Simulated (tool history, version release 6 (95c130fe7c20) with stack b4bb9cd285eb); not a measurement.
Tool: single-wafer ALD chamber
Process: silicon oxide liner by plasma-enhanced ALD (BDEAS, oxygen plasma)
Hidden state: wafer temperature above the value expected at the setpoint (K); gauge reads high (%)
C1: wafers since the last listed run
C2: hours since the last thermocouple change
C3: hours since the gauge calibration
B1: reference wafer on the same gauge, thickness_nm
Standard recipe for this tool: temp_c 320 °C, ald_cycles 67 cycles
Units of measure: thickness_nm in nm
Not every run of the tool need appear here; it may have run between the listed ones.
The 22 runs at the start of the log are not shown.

At hour 1339.5: gauge calibrated.
Run 23, hour 1399.0: usual settings but temp_c 316 °C, ald_cycles 57 cycles; C1 541; C2 671.4; C3 59.5; B1 6.852. Result: thickness_nm 5.880 nm.
Run 24, hour 1446.4: usual settings but temp_c 316 °C; C1 302; C2 718.8; C3 106.9; B1 6.849. Result: thickness_nm 6.915 nm.
Run 25, hour 1492.1: usual settings; C1 291; C2 764.5; C3 152.6; B1 6.841. Result: thickness_nm 6.839 nm.
Run 26, hour 1599.8: usual settings but temp_c 328 °C, ald_cycles 73 cycles; C1 688; C2 872.2; C3 260.3; B1 6.857. Result: thickness_nm 7.426 nm.
Run 27, hour 1675.3: usual settings; C1 482; C2 947.7; C3 335.8; B1 6.852. Result: thickness_nm 6.883 nm.
Run 28, hour 1737.0: usual settings; C1 394; C2 1009.4; C3 397.5; B1 6.846. Result: thickness_nm 6.829 nm.
Run 29, hour 1835.1: usual settings but temp_c 310 °C, ald_cycles 55 cycles; C1 626; C2 1107.5; C3 495.6; B1 6.847. Result: thickness_nm 5.738 nm.
Run 30, hour 1875.7: usual settings; C1 259; C2 1148.1; C3 536.2; B1 6.848. Result: thickness_nm 6.904 nm.
Run 31, hour 1970.4: usual settings but temp_c 307 °C, ald_cycles 73 cycles; C1 605; C2 1242.8; C3 630.9; B1 6.851. Result: thickness_nm 7.653 nm.
Run 32, hour 2010.2: usual settings but ald_cycles 60 cycles; C1 254; C2 1282.6; C3 670.7; B1 6.850. Result: thickness_nm 6.175 nm.
Run 33, hour 2055.8: usual settings but temp_c 331 °C, ald_cycles 64 cycles; C1 291; C2 1328.2; C3 716.3; B1 6.846. Result: thickness_nm 6.444 nm.
Run 34, hour 2111.7: usual settings but temp_c 312 °C; C1 357; C2 1384.1; C3 772.2; B1 6.849. Result: thickness_nm 6.977 nm.
At hour 2218.5: thermocouple changed; heater temperature recalibrated.
Run 35, hour 2219.3: usual settings; C1 636; C2 0.8; C3 879.8; B1 6.849. Result: thickness_nm 6.867 nm.
Run 36, hour 2282.0: usual settings but temp_c 331 °C, ald_cycles 60 cycles; C1 400; C2 63.5; C3 942.5; B1 6.846. Result: thickness_nm 6.046 nm.
Run 37, hour 2324.7: usual settings but temp_c 327 °C, ald_cycles 72 cycles; C1 272; C2 106.2; C3 985.2; B1 6.848. Result: thickness_nm 7.281 nm.
Run 38, hour 2411.7: usual settings but temp_c 314 °C, ald_cycles 73 cycles; C1 555; C2 193.2; C3 1072.2; B1 6.846. Result: thickness_nm 7.540 nm.

Consider 3 possible next runs. They are alternatives, not a sequence: every one starts from the tool as it was left by run 38. What does each give?
Run A, hour 2412.2: usual settings; C1 3; C2 193.7; C3 1072.7; B1 ?. Result: thickness_nm ?.
Run B, hour 2412.2: usual settings but temp_c 309 °C, ald_cycles 78 cycles; C1 3; C2 193.7; C3 1072.7; B1 ?. Result: thickness_nm ?.
Run C, hour 2412.2: usual settings but temp_c 332 °C, ald_cycles 73 cycles; C1 3; C2 193.7; C3 1072.7; B1 ?. Result: thickness_nm ?.

run     B1  thickness_nm
  A  6.851         6.903
  B  6.851         8.181
  C  6.851         7.373
Without the tool's hidden state the same runs would have given:
run  thickness_nm
  A         6.903
  B         8.181
  C         7.373
